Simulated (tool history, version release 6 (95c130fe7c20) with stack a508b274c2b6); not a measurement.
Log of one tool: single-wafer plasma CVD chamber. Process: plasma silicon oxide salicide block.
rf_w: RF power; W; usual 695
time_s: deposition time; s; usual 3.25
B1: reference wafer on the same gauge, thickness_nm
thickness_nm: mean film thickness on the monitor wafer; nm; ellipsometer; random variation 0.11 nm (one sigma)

Run 1, hour 0.0: usual settings but rf_w 600 W, time_s 3.57 s; B1 31.901. Result: thickness_nm 35.430 nm.
Run 2, hour 41.5: usual settings but rf_w 600 W, time_s 3.57 s; B1 31.913. Result: thickness_nm 35.417 nm.
Run 3, hour 107.8: usual settings but rf_w 745 W; B1 31.918. Result: thickness_nm 33.777 nm.
Run 4, hour 202.8: usual settings but rf_w 745 W; B1 31.918. Result: thickness_nm 33.802 nm.
Run 5, hour 287.6: usual settings but rf_w 760 W, time_s 3.00 s; B1 31.859. Result: thickness_nm 31.323 nm.
Run 6, hour 340.2: usual settings but time_s 2.92 s; B1 31.909. Result: thickness_nm 29.952 nm.
Run 7, hour 438.5: usual settings; B1 31.906. Result: thickness_nm 33.233 nm.
Run 8, hour 477.0: usual settings but rf_w 620 W, time_s 3.61 s; B1 31.887. Result: thickness_nm 36.137 nm.
Run 9, hour 516.0: usual settings but rf_w 620 W, time_s 3.61 s; B1 31.874. Result: thickness_nm 36.088 nm.
At hour 753.3: showerhead replaced.
Run 10, hour 820.8: usual settings but rf_w 795 W; B1 31.886. Result: thickness_nm 34.028 nm.
Run 11, hour 925.5: usual settings but rf_w 795 W; B1 31.901. Result: thickness_nm 33.984 nm.
Run 12, hour 995.3: usual settings but rf_w 795 W; B1 31.924. Result: thickness_nm 34.021 nm.
Run 13, hour 1039.5: usual settings but rf_w 765 W; B1 31.932. Result: thickness_nm 33.833 nm.
At hour 1064.6: RF generator calibrated.
Run 14, hour 1091.5: usual settings; B1 31.884. Result: thickness_nm 33.681 nm.
Run 15, hour 1198.7: usual settings but time_s 3.86 s; B1 31.880. Result: thickness_nm 39.794 nm.
Run 16, hour 1268.5: usual settings but rf_w 640 W, time_s 2.97 s; B1 31.890. Result: thickness_nm 30.221 nm.
At hour 1291.4: gauge calibrated.
Run 17, hour 1341.7: usual settings; B1 31.906. Result: thickness_nm 33.452 nm.
Run 18, hour 1388.5: usual settings but rf_w 760 W, time_s 3.74 s; B1 31.904. Result: thickness_nm 39.282 nm.
Run 19, hour 1434.0: usual settings; B1 31.888. Result: thickness_nm 33.603 nm.
Run 20, hour 1488.2: usual settings but rf_w 765 W, time_s 3.44 s; B1 31.930. Result: thickness_nm 36.116 nm.
Run 21, hour 1534.0: usual settings but rf_w 600 W, time_s 3.73 s; B1 31.862. Result: thickness_nm 37.103 nm.
Run 22, hour 1794.0: usual settings but rf_w 745 W; B1 31.877. Result: thickness_nm 33.711 nm.

Run 23 comes next. What will it give?
Run 23, hour 1833.8: usual settings but rf_w 810 W, time_s 2.84 s; B1 ?. Result: thickness_nm ?.

{"run 23": {"B1": 31.918, "thickness_nm": 29.931}}
Without the tool's hidden state the same run would have given thickness_nm 30.331 nm.
